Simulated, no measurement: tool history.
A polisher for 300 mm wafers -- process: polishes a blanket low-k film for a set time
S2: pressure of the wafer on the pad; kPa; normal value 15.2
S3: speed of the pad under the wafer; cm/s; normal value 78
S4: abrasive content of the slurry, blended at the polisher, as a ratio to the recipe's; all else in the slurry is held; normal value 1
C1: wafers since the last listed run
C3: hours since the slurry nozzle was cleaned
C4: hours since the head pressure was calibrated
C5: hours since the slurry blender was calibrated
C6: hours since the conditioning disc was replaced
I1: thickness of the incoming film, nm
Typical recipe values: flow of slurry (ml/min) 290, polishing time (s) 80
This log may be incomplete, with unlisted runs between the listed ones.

{"run": 1, "hour": 0.0, "flow of slurry (ml/min)": 290, "S2": 15.2, "S3": 78, "S4": 1, "polishing time (s)": 80, "C1": 0, "wafers polished on this pad": 1432, "C3": 117.2, "C4": 271.7, "C5": 75.3, "C6": 412, "I1": 335.9, "film removed (Å)": 366}
{"run": 2, "hour": 90.7, "flow of slurry (ml/min)": 290, "S2": 15.2, "S3": 78, "S4": 1, "polishing time (s)": 80, "C1": 737, "wafers polished on this pad": 2169, "C3": 207.9, "C4": 362.4, "C5": 166, "C6": 502.7, "I1": 331.1, "film removed (Å)": 374}
{"run": 3, "hour": 148.4, "flow of slurry (ml/min)": 290, "S2": 15.2, "S3": 78, "S4": 1, "polishing time (s)": 80, "C1": 468, "wafers polished on this pad": 2638, "C3": 265.6, "C4": 420.1, "C5": 223.7, "C6": 560.4, "I1": 329.5, "film removed (Å)": 371}
{"hour": 155.9, "done": "head pressure recalibrated"}
{"hour": 167.9, "done": "worn pad replaced by a new one"}
{"hour": 214.0, "done": "conditioning disc replaced and pad reconditioned"}
{"run": 4, "hour": 214.6, "flow of slurry (ml/min)": 290, "S2": 18.6, "S3": 78, "S4": 1, "polishing time (s)": 80, "C1": 472, "wafers polished on this pad": 362, "C3": 331.8, "C4": 58.7, "C5": 289.9, "C6": 0.6, "I1": 324.8, "film removed (Å)": 415}
{"run": 5, "hour": 312.8, "flow of slurry (ml/min)": 290, "S2": 15.2, "S3": 78, "S4": 1, "polishing time (s)": 80, "C1": 798, "wafers polished on this pad": 1161, "C3": 430, "C4": 156.9, "C5": 388.1, "C6": 98.8, "I1": 327.8, "film removed (Å)": 356}
{"run": 6, "hour": 394.1, "flow of slurry (ml/min)": 290, "S2": 15.2, "S3": 78, "S4": 1, "polishing time (s)": 80, "C1": 660, "wafers polished on this pad": 1821, "C3": 511.3, "C4": 238.2, "C5": 469.4, "C6": 180.1, "I1": 332.2, "film removed (Å)": 364}
{"hour": 398.1, "done": "slurry blender recalibrated"}
{"run": 7, "hour": 475.7, "flow of slurry (ml/min)": 290, "S2": 15.2, "S3": 96, "S4": 1.2, "polishing time (s)": 80, "C1": 646, "wafers polished on this pad": 2468, "C3": 592.9, "C4": 319.8, "C5": 77.6, "C6": 261.7, "I1": 328.9, "film removed (Å)": 463}
{"hour": 481.3, "done": "slurry nozzle cleaned"}
{"hour": 561.6, "done": "head pressure recalibrated"}
{"run": 8, "hour": 573.0, "flow of slurry (ml/min)": 290, "S2": 15.2, "S3": 78, "S4": 1, "polishing time (s)": 80, "C1": 766, "wafers polished on this pad": 3234, "C3": 91.7, "C4": 11.4, "C5": 174.9, "C6": 359, "I1": 334.4, "film removed (Å)": 353}
{"hour": 616.6, "done": "worn pad replaced by a new one"}
{"run": 9, "hour": 668.3, "flow of slurry (ml/min)": 290, "S2": 15.2, "S3": 78, "S4": 1, "polishing time (s)": 80, "C1": 741, "wafers polished on this pad": 419, "C3": 187, "C4": 106.7, "C5": 270.2, "C6": 454.3, "I1": 331.2, "film removed (Å)": 358}
{"run": 10, "hour": 708.0, "flow of slurry (ml/min)": 290, "S2": 15.2, "S3": 78, "S4": 1, "polishing time (s)": 80, "C1": 322, "wafers polished on this pad": 742, "C3": 226.7, "C4": 146.4, "C5": 309.9, "C6": 494, "I1": 330.8, "film removed (Å)": 368}
{"run": 11, "hour": 764.9, "flow of slurry (ml/min)": 290, "S2": 15.2, "S3": 78, "S4": 1, "polishing time (s)": 80, "C1": 462, "wafers polished on this pad": 1204, "C3": 283.6, "C4": 203.3, "C5": 366.8, "C6": 550.9, "I1": 331.9, "film removed (Å)": 360}
{"run": 12, "hour": 840.2, "flow of slurry (ml/min)": 290, "S2": 15.2, "S3": 78, "S4": 1, "polishing time (s)": 80, "C1": 611, "wafers polished on this pad": 1816, "C3": 358.9, "C4": 278.6, "C5": 442.1, "C6": 626.2, "I1": 332.3, "film removed (Å)": 361}
{"hour": 848.3, "done": "conditioning disc replaced and pad reconditioned"}
{"run": 13, "hour": 931.5, "flow of slurry (ml/min)": 350, "S2": 19.3, "S3": 54, "S4": 1.2, "polishing time (s)": 80, "C1": 725, "wafers polished on this pad": 2542, "C3": 450.2, "C4": 369.9, "C5": 533.4, "C6": 83.2, "I1": 329, "film removed (Å)": 354}
{"hour": 949.5, "done": "slurry blender recalibrated"}
{"hour": 1029.3, "done": "worn pad replaced by a new one"}
{"hour": 1037.5, "done": "slurry nozzle cleaned"}
{"hour": 1092.9, "done": "head pressure recalibrated"}
{"run": 14, "hour": 1235.1, "flow of slurry (ml/min)": 325, "S2": 15.2, "S3": 66, "S4": 1, "polishing time (s)": 80, "C1": 2394, "wafers polished on this pad": 1648, "C3": 197.6, "C4": 142.2, "C5": 285.6, "C6": 386.8, "I1": 328.2, "film removed (Å)": 320}
{"run": 15, "hour": 1313.3, "flow of slurry (ml/min)": 290, "S2": 15.2, "S3": 78, "S4": 1, "polishing time (s)": 80, "C1": 635, "wafers polished on this pad": 2283, "C3": 275.8, "C4": 220.4, "C5": 363.8, "C6": 465, "I1": 330.6, "film removed (Å)": 368}
{"run": 16, "hour": 1386.6, "flow of slurry (ml/min)": 315, "S2": 13.1, "S3": 78, "S4": 0.85, "polishing time (s)": 65, "C1": 595, "wafers polished on this pad": 2879, "C3": 349.1, "C4": 293.7, "C5": 437.1, "C6": 538.3, "I1": 327.4, "film removed (Å)": 252}
{"hour": 1422.2, "done": "worn pad replaced by a new one"}
{"run": 17, "hour": 1484.5, "flow of slurry (ml/min)": 315, "S2": 13.1, "S3": 78, "S4": 0.85, "polishing time (s)": 65, "C1": 763, "wafers polished on this pad": 506, "C3": 447, "C4": 391.6, "C5": 535, "C6": 636.2, "I1": 334.8, "film removed (Å)": 257}
{"hour": 1487.4, "done": "conditioning disc replaced and pad reconditioned"}
{"hour": 1496.3, "done": "slurry blender recalibrated"}
{"hour": 1525.0, "done": "slurry nozzle cleaned"}
{"hour": 1539.0, "done": "head pressure recalibrated"}
{"run": 18, "hour": 1551.1, "flow of slurry (ml/min)": 325, "S2": 15.2, "S3": 66, "S4": 1, "polishing time (s)": 80, "C1": 484, "wafers polished on this pad": 990, "C3": 26.1, "C4": 12.1, "C5": 54.8, "C6": 63.7, "I1": 330.3, "film removed (Å)": 312}
{"run": 19, "hour": 1628.6, "flow of slurry (ml/min)": 290, "S2": 15.2, "S3": 78, "S4": 1, "polishing time (s)": 80, "C1": 629, "wafers polished on this pad": 1620, "C3": 103.6, "C4": 89.6, "C5": 132.3, "C6": 141.2, "I1": 333.9, "film removed (Å)": 350}
{"run": 20, "hour": 1703.8, "flow of slurry (ml/min)": 290, "S2": 17.9, "S3": 78, "S4": 0.7, "polishing time (s)": 80, "C1": 611, "wafers polished on this pad": 2231, "C3": 178.8, "C4": 164.8, "C5": 207.5, "C6": 216.4, "I1": 330.1, "film removed (Å)": 350}
{"run": 21, "hour": 1801.6, "flow of slurry (ml/min)": 205, "S2": 15.2, "S3": 88, "S4": 1.15, "polishing time (s)": 67, "C1": 794, "wafers polished on this pad": 3026, "C3": 276.6, "C4": 262.6, "C5": 305.3, "C6": 314.2, "I1": 324.6, "film removed (Å)": 339}
{"hour": 1845.3, "done": "worn pad replaced by a new one"}
{"run": 22, "hour": 1848.1, "flow of slurry (ml/min)": 290, "S2": 15.2, "S3": 78, "S4": 1, "polishing time (s)": 72, "C1": 345, "wafers polished on this pad": 22, "C3": 323.1, "C4": 309.1, "C5": 351.8, "C6": 360.7, "I1": 330.9, "film removed (Å)": 325}
{"hour": 1935.8, "done": "slurry blender recalibrated"}
{"run": 23, "hour": 1941.5, "flow of slurry (ml/min)": 290, "S2": 15.2, "S3": 78, "S4": 1, "polishing time (s)": 80, "C1": 742, "wafers polished on this pad": 765, "C3": 416.5, "C4": 402.5, "C5": 5.7, "C6": 454.1, "I1": 332.6, "film removed (Å)": 366}
{"hour": 1960.4, "done": "head pressure recalibrated"}
{"run": 24, "hour": 1980.8, "flow of slurry (ml/min)": 350, "S2": 15.2, "S3": 98, "S4": 1, "polishing time (s)": 63, "C1": 303, "wafers polished on this pad": 1068, "C3": 455.8, "C4": 20.4, "C5": 45, "C6": 493.4, "I1": 329.8, "film removed (Å)": 338}

For each run, what was the tool's unlogged condition?
removal rate lost through wear of the pad, %: 0 in every run
slurry flow missing at the pad, %: 0 in every run
abrasive missing from the slurry, %: 0 in every run
time polished since the conditioner stopped cutting, s: 0 in every run
H1: deviation of the head's pressure from its setpoint, %
run=1 H1=5.12
run=2 H1=6.53
run=3 H1=7.43
run=4 H1=0.876
run=5 H1=2.4
run=6 H1=3.66
run=7 H1=4.93
run=8 H1=-0.247
run=9 H1=1.23
run=10 H1=1.85
run=11 H1=2.73
run=12 H1=3.9
run=13 H1=5.31
run=14 H1=2.27
run=15 H1=3.48
run=16 H1=4.62
run=17 H1=6.14
run=18 H1=-0.456
run=19 H1=0.746
run=20 H1=1.91
run=21 H1=3.43
run=22 H1=4.15
run=23 H1=5.6
run=24 H1=-1.49
